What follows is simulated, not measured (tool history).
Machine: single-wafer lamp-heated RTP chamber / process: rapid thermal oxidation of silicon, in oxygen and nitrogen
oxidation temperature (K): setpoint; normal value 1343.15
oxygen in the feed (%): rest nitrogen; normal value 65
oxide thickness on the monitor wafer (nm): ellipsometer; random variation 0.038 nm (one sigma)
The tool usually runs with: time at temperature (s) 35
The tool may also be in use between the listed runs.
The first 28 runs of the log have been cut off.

run   hour  oxidation temperature (K)  time at temperature (s)  oxygen in the feed (%)  wafers since the last listed run  wafers since the last pyrometer calibration  hours since the oxygen flow controller was replaced  hours since the gauge calibration  read-back reference wafer on the same gauge, thickness  oxide thickness on the monitor wafer (nm)
 29  762.2                    1343.15                       24                      53                               183                                         1674                                                325.5                              425.6                                                   6.796                                       5.74
 30  793.2                    1343.15                       35                      65                               289                                         1964                                                356.5                              456.6                                                   6.789                                      7.193
 31  841.6                    1343.15                       30                      65                               452                                         2417                                                404.9                                505                                                   6.799                                      6.821
 32  871.3                    1343.15                       19                      65                               277                                         2695                                                434.6                              534.7                                                   6.808                                      5.663
 33  890.5                    1360.15                       50                      86                               179                                         2874                                                453.8                              553.9                                                   6.795                                     10.448
     923.7  -- pyrometer window cleaned and pyrometer calibrated
 34  924.2                    1343.15                       35                      55                               240                                            4                                                487.5                              587.6                                                   6.805                                      6.783
 35  939.4                    1364.15                       35                      65                               142                                          146                                                502.7                              602.8                                                   6.788                                      8.332
 36  964.4                    1343.15                       52                      65                               233                                          380                                                527.7                              627.8                                                   6.812                                      8.623
 37  984.4                    1360.15                       35                      65                               187                                          567                                                547.7                              647.8                                                   6.807                                      8.134

Branching from run 37: 5 alternative next runs. What would each branch give?
  A  984.8                    1343.15                       35                      65                                 3                                          571                                                548.1                              648.2                                                       ?                                          ?
  B  984.8                    1343.15                       51                      35                                 3                                          571                                                548.1                              648.2                                                       ?                                          ?
  C  984.8                    1332.15                       41                      74                                 3                                          571                                                548.1                              648.2                                                       ?                                          ?
  D  984.8                    1316.15                       18                      74                                 3                                          571                                                548.1                              648.2                                                       ?                                          ?
  E  984.8                    1356.15                       35                      65                                 3                                          571                                                548.1                              648.2                                                       ?                                          ?

run  read-back reference wafer on the same gauge, thickness  oxide thickness on the monitor wafer (nm)
  A                                                   6.801                                      7.235
  B                                                   6.801                                      6.853
  C                                                   6.801                                      7.536
  D                                                   6.801                                      4.806
  E                                                   6.801                                      7.877
Without the tool's unlogged condition, the same runs would have read:
run  oxide thickness on the monitor wafer (nm)
  A                                      7.056
  B                                      6.683
  C                                      7.349
  D                                      4.687
  E                                      7.681
